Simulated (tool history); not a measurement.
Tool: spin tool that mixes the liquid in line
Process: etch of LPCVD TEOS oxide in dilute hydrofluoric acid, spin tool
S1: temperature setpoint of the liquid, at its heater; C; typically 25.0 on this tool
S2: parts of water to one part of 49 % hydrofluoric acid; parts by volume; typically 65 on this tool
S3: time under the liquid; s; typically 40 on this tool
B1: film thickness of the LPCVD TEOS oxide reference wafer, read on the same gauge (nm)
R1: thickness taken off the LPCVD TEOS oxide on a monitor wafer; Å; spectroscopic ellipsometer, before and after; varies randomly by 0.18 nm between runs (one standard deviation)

run,day,S1,S2,S3,B1,R1
1,0.000,25.0,65,45,98.62,310.2
2,1.325,25.0,65,45,98.54,313.9
3,4.004,25.0,65,40,98.42,276.1
4,6.325,25.0,65,40,98.31,276.2
5,8.433,22.0,65,40,98.21,243.6
6,10.658,22.0,65,40,98.04,244.0
7,12.875,22.0,65,40,97.92,244.3
8,14.342,25.0,65,40,97.84,278.5
9,16.600,25.0,65,40,97.70,277.1
10,19.100,25.0,65,40,97.53,275.3
11,21.358,25.0,65,40,97.37,275.5
# day 23.438: hydrofluoric acid flow meter replaced
12,23.917,25.0,65,40,97.20,275.3
13,26.821,25.0,65,40,97.03,272.6
14,27.979,25.0,65,40,96.94,274.4
15,31.317,25.0,40,40,96.72,458.9
16,33.150,25.0,65,30,96.53,206.1
17,34.575,27.5,65,60,96.43,447.2
18,35.900,22.0,65,30,96.37,180.8
# day 37.983: gauge calibrated
19,38.754,25.0,90,40,99.64,196.7
# day 45.271: thermometer replaced
20,46.796,22.5,65,25,99.56,157.5
21,52.825,21.5,95,25,99.53,99.6
22,54.754,25.0,55,40,99.53,336.2
23,60.608,25.0,65,40,99.42,278.7
24,61.850,25.0,50,40,99.38,369.2
25,64.829,27.0,75,30,99.37,194.3
26,66.975,30.0,40,40,99.32,578.9
27,69.712,25.0,65,40,99.22,279.1
# day 70.696: hydrofluoric acid flow meter replaced
28,71.954,25.0,65,40,99.15,280.8
29,74.058,27.0,50,40,99.10,407.7
30,80.008,29.5,85,50,98.92,310.5

What does the tool deliver on the next run?
31,82.333,25.0,65,20,?,?

{"run 31": {"B1": 98.77, "R1": 139.9}}
Minus the tool's unlogged condition, the same run would have read R1 141.6 Å.

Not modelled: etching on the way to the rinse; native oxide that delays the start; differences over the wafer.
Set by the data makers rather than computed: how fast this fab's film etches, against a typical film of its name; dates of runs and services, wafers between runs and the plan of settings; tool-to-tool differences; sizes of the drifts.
